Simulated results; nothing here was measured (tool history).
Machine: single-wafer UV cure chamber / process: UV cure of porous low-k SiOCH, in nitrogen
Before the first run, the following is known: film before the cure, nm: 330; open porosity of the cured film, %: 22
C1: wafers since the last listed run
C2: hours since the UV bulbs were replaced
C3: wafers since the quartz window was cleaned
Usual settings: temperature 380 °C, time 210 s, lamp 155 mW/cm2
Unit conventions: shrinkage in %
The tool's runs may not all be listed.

Run 1, hour 0.0: usual settings; C1 0; C2 1615.7; C3 1640. Result: shrinkage 13.380 %.
At hour 11.9: UV bulbs replaced.
Run 2, hour 93.0: usual settings; C1 467; C2 81.1; C3 2108. Result: shrinkage 13.490 %.
Run 3, hour 141.1: usual settings but temperature 394 °C, lamp 143 mW/cm2; C1 264; C2 129.2; C3 2373. Result: shrinkage 12.589 %.
Run 4, hour 226.8: usual settings; C1 471; C2 214.9; C3 2844. Result: shrinkage 13.337 %.
At hour 270.5: quartz window cleaned.
Run 5, hour 321.0: usual settings; C1 474; C2 309.1; C3 278. Result: shrinkage 14.265 %.
Run 6, hour 565.8: usual settings but temperature 365 °C; C1 1347; C2 553.9; C3 1625. Result: shrinkage 12.824 %.
Run 7, hour 643.2: usual settings but temperature 365 °C; C1 425; C2 631.3; C3 2051. Result: shrinkage 13.311 %.
Run 8, hour 700.0: usual settings but temperature 365 °C; C1 312; C2 688.1; C3 2363. Result: shrinkage 12.795 %.
Run 9, hour 762.1: usual settings; C1 341; C2 750.2; C3 2705. Result: shrinkage 13.351 %.
Run 10, hour 805.6: usual settings but lamp 172 mW/cm2; C1 239; C2 793.7; C3 2944. Result: shrinkage 13.850 %.
Run 11, hour 844.1: usual settings but lamp 172 mW/cm2; C1 211; C2 832.2; C3 3156. Result: shrinkage 13.953 %.
At hour 862.8: quartz window cleaned.
Run 12, hour 910.8: usual settings but lamp 172 mW/cm2; C1 323; C2 898.9; C3 264. Result: shrinkage 14.209 %.
Run 13, hour 991.2: usual settings but lamp 138 mW/cm2; C1 442; C2 979.3; C3 706. Result: shrinkage 13.262 %.
Run 14, hour 1083.9: usual settings; C1 510; C2 1072.0; C3 1216. Result: shrinkage 13.241 %.
Run 15, hour 1148.3: usual settings; C1 354; C2 1136.4; C3 1571. Result: shrinkage 13.256 %.
Run 16, hour 1189.5: usual settings; C1 226; C2 1177.6; C3 1797. Result: shrinkage 13.465 %.
Run 17, hour 1364.0: usual settings but time 285 s; C1 960; C2 1352.1; C3 2758. Result: shrinkage 14.988 %.
At hour 1420.4: quartz window cleaned.
Run 18, hour 1451.7: usual settings; C1 438; C2 1439.8; C3 172. Result: shrinkage 14.320 %.
Run 19, hour 1494.0: usual settings; C1 232; C2 1482.1; C3 405. Result: shrinkage 13.820 %.
Run 20, hour 1543.6: usual settings; C1 272; C2 1531.7; C3 678. Result: shrinkage 13.975 %.
Run 21, hour 1808.1: usual settings but time 110 s; C1 1455; C2 1796.2; C3 2133. Result: shrinkage 9.989 %.
At hour 1822.6: UV bulbs replaced.
Run 22, hour 1869.7: usual settings but temperature 369 °C, lamp 118 mW/cm2; C1 294; C2 47.1; C3 2428. Result: shrinkage 11.701 %.
Run 23, hour 1906.5: usual settings but lamp 143 mW/cm2; C1 202; C2 83.9; C3 2631. Result: shrinkage 12.622 %.
At hour 1981.4: quartz window cleaned.
Run 24, hour 1996.6: usual settings but temperature 363 °C, time 170 s, lamp 135 mW/cm2; C1 451; C2 174.0; C3 83. Result: shrinkage 11.894 %.
Run 25, hour 2063.1: usual settings; C1 365; C2 240.5; C3 449. Result: shrinkage 13.600 %.
Run 26, hour 2112.5: usual settings but temperature 368 °C, time 260 s, lamp 115 mW/cm2; C1 271; C2 289.9; C3 721. Result: shrinkage 12.478 %.
Run 27, hour 2152.1: usual settings but temperature 392 °C, time 285 s, lamp 144 mW/cm2; C1 217; C2 329.5; C3 939. Result: shrinkage 14.530 %.
Run 28, hour 2208.0: usual settings; C1 307; C2 385.4; C3 1246. Result: shrinkage 13.190 %.
Run 29, hour 2314.1: usual settings but temperature 362 °C, time 335 s, lamp 130 mW/cm2; C1 583; C2 491.5; C3 1830. Result: shrinkage 14.085 %.
Run 30, hour 2358.5: usual settings but temperature 389 °C, time 165 s, lamp 168 mW/cm2; C1 244; C2 535.9; C3 2074. Result: shrinkage 12.434 %.
Run 31, hour 2453.4: usual settings; C1 522; C2 630.8; C3 2597. Result: shrinkage 12.807 %.
Run 32, hour 2544.7: usual settings but temperature 390 °C; C1 502; C2 722.1; C3 3099. Result: shrinkage 13.098 %.
Run 33, hour 2583.7: usual settings but temperature 360 °C, time 100 s, lamp 182 mW/cm2; C1 214; C2 761.1; C3 3314. Result: shrinkage 9.915 %.
At hour 2622.0: quartz window cleaned.
Run 34, hour 2661.0: usual settings but temperature 368 °C; C1 381; C2 838.4; C3 214. Result: shrinkage 13.281 %.
Run 35, hour 2708.9: usual settings but temperature 396 °C, time 120 s; C1 263; C2 886.3; C3 478. Result: shrinkage 11.642 %.
Run 36, hour 2789.5: usual settings but time 260 s; C1 443; C2 966.9; C3 921. Result: shrinkage 14.569 %.
Run 37, hour 2863.9: usual settings but temperature 386 °C, time 160 s, lamp 142 mW/cm2; C1 409; C2 1041.3; C3 1331. Result: shrinkage 11.599 %.
Run 38, hour 2928.9: usual settings but time 310 s; C1 357; C2 1106.3; C3 1688. Result: shrinkage 15.636 %.
Run 39, hour 2995.9: usual settings but temperature 395 °C, time 140 s, lamp 165 mW/cm2; C1 368; C2 1173.3; C3 2057. Result: shrinkage 11.656 %.
Run 40, hour 3059.6: usual settings; C1 350; C2 1237.0; C3 2408. Result: shrinkage 12.986 %.
Run 41, hour 3115.5: usual settings but temperature 363 °C, time 170 s, lamp 180 mW/cm2; C1 307; C2 1292.9; C3 2715. Result: shrinkage 12.779 %.
Run 42, hour 3183.5: usual settings but temperature 397 °C; C1 374; C2 1360.9; C3 3089. Result: shrinkage 13.598 %.

Exercise: give the hidden state of the tool at every run:
lamp output below its setpoint, %: 0 at every run
H1: transmission lost against a clean window, %
run    H1
  1  16.7
  2  18.5
  3  19.2
  4  20.1
  5  5.18
  6  16.5
  7  18.1
  8    19
  9  19.7
 10  20.1
 11  20.4
 12  6.36
 13  11.7
 14  15.7
 15  17.7
 16  18.6
 17  21.2
 18  3.39
 19  6.67
 20  9.77
 21  18.2
 22    19
 23  19.4
 24  5.66
 25  10.9
 26  13.9
 27  15.8
 28    18
 29  20.9
 30  21.7
 31    23
 32  23.8
 33    24
 34  7.19
 35  10.7
 36  15.1
 37    18
 38  19.7
 39  21.1
 40    22
 41  22.6
 42  23.2
